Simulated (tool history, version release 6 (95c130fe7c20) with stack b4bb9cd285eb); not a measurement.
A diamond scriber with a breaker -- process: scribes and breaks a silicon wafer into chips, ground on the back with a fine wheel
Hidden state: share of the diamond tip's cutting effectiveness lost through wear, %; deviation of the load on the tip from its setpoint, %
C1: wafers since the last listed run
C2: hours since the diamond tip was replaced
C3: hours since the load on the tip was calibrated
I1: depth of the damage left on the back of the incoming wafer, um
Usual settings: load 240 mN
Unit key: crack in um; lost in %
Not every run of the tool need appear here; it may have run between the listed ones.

{"run": 1, "day": 0.0, "load": 257, "C1": 0, "C2": 56.7, "C3": 1008.8, "I1": 2.51, "crack": 10.47, "lost": 2.7}
{"run": 2, "day": 0.771, "load": 257, "C1": 44, "C2": 75.2, "C3": 1027.3, "I1": 2.28, "crack": 10.48, "lost": 2.4}
{"run": 3, "day": 1.625, "load": 190, "C1": 49, "C2": 95.7, "C3": 1047.8, "I1": 2.41, "crack": 9.32, "lost": 3.43}
{"run": 4, "day": 2.846, "load": 222, "C1": 71, "C2": 125.0, "C3": 1077.1, "I1": 2.95, "crack": 9.83, "lost": 3.77}
{"run": 5, "day": 5.279, "load": 289, "C1": 141, "C2": 183.4, "C3": 1135.5, "I1": 2.46, "crack": 10.94, "lost": 3.42}
{"run": 6, "day": 6.396, "load": 289, "C1": 64, "C2": 210.2, "C3": 1162.3, "I1": 1.72, "crack": 10.84, "lost": 2.89}
{"run": 7, "day": 7.438, "load": 207, "C1": 60, "C2": 235.2, "C3": 1187.3, "I1": 1.78, "crack": 9.54, "lost": 2.2}
{"run": 8, "day": 8.829, "load": 207, "C1": 80, "C2": 268.6, "C3": 1220.7, "I1": 1.85, "crack": 9.6, "lost": 2.17}
{"run": 9, "day": 10.054, "load": 207, "C1": 71, "C2": 298.0, "C3": 1250.1, "I1": 2.01, "crack": 9.44, "lost": 2.6}
{"run": 10, "day": 13.829, "load": 273, "C1": 219, "C2": 388.6, "C3": 1340.7, "I1": 2.78, "crack": 10.68, "lost": 3.51}
{"run": 11, "day": 14.65, "load": 273, "C1": 47, "C2": 408.3, "C3": 1360.4, "I1": 2.63, "crack": 10.8, "lost": 2.94}
{"day": 15.117, "done": "load on the tip recalibrated"}
{"run": 12, "day": 15.192, "load": 273, "C1": 26, "C2": 421.3, "C3": 1.8, "I1": 1.63, "crack": 10.3, "lost": 1.81}
{"day": 15.304, "done": "diamond tip replaced by a new one"}
{"run": 13, "day": 15.779, "load": 186, "C1": 29, "C2": 11.4, "C3": 15.9, "I1": 2.28, "crack": 9.11, "lost": 3.38}
{"run": 14, "day": 16.779, "load": 208, "C1": 58, "C2": 35.4, "C3": 39.9, "I1": 2.19, "crack": 9.5, "lost": 3.28}
{"run": 15, "day": 18.096, "load": 240, "C1": 76, "C2": 67.0, "C3": 71.5, "I1": 2.82, "crack": 9.99, "lost": 3.53}
{"run": 16, "day": 18.646, "load": 220, "C1": 32, "C2": 80.2, "C3": 84.7, "I1": 2.18, "crack": 9.56, "lost": 2.78}
{"run": 17, "day": 19.271, "load": 194, "C1": 36, "C2": 95.2, "C3": 99.7, "I1": 2.81, "crack": 9.08, "lost": 5.47}
{"run": 18, "day": 21.142, "load": 170, "C1": 108, "C2": 140.1, "C3": 144.6, "I1": 2.69, "crack": 8.75, "lost": 6.49}
{"run": 19, "day": 22.362, "load": 176, "C1": 71, "C2": 169.4, "C3": 173.9, "I1": 2.08, "crack": 8.74, "lost": 5.65}
{"run": 20, "day": 26.383, "load": 293, "C1": 234, "C2": 265.9, "C3": 270.4, "I1": 2.73, "crack": 10.59, "lost": 3.38}
{"run": 21, "day": 27.679, "load": 240, "C1": 75, "C2": 297.0, "C3": 301.5, "I1": 1.75, "crack": 9.82, "lost": 1.88}
{"run": 22, "day": 28.588, "load": 240, "C1": 52, "C2": 318.8, "C3": 323.3, "I1": 2.19, "crack": 9.72, "lost": 2.58}
{"run": 23, "day": 29.854, "load": 185, "C1": 73, "C2": 349.2, "C3": 353.7, "I1": 2.02, "crack": 8.78, "lost": 4.52}
{"run": 24, "day": 30.546, "load": 171, "C1": 40, "C2": 365.8, "C3": 370.3, "I1": 2.86, "crack": 8.74, "lost": 7.29}
{"run": 25, "day": 31.521, "load": 188, "C1": 56, "C2": 389.2, "C3": 393.7, "I1": 2.38, "crack": 8.86, "lost": 4.94}

4 ways to go on from here, each from the tool as it stands after run 25. What would each give?
{"run": "A", "day": 31.55, "load": 240, "C1": 1, "C2": 389.9, "C3": 394.4, "I1": 2.83, "crack": "?", "lost": "?"}
{"run": "B", "day": 31.55, "load": 206, "C1": 1, "C2": 389.9, "C3": 394.4, "I1": 2.83, "crack": "?", "lost": "?"}
{"run": "C", "day": 31.55, "load": 286, "C1": 1, "C2": 389.9, "C3": 394.4, "I1": 2.83, "crack": "?", "lost": "?"}
{"run": "D", "day": 31.55, "load": 217, "C1": 1, "C2": 389.9, "C3": 394.4, "I1": 2.83, "crack": "?", "lost": "?"}

run=A crack=9.66 lost=3.77
run=B crack=9.11 lost=5.11
run=C crack=10.38 lost=3.47
run=D crack=9.29 lost=4.55
With no hidden state in the tool, these same runs would have given:
run=A crack=9.97 lost=3.45
run=B crack=9.40 lost=4.26
run=C crack=10.72 lost=3.81
run=D crack=9.59 lost=3.88

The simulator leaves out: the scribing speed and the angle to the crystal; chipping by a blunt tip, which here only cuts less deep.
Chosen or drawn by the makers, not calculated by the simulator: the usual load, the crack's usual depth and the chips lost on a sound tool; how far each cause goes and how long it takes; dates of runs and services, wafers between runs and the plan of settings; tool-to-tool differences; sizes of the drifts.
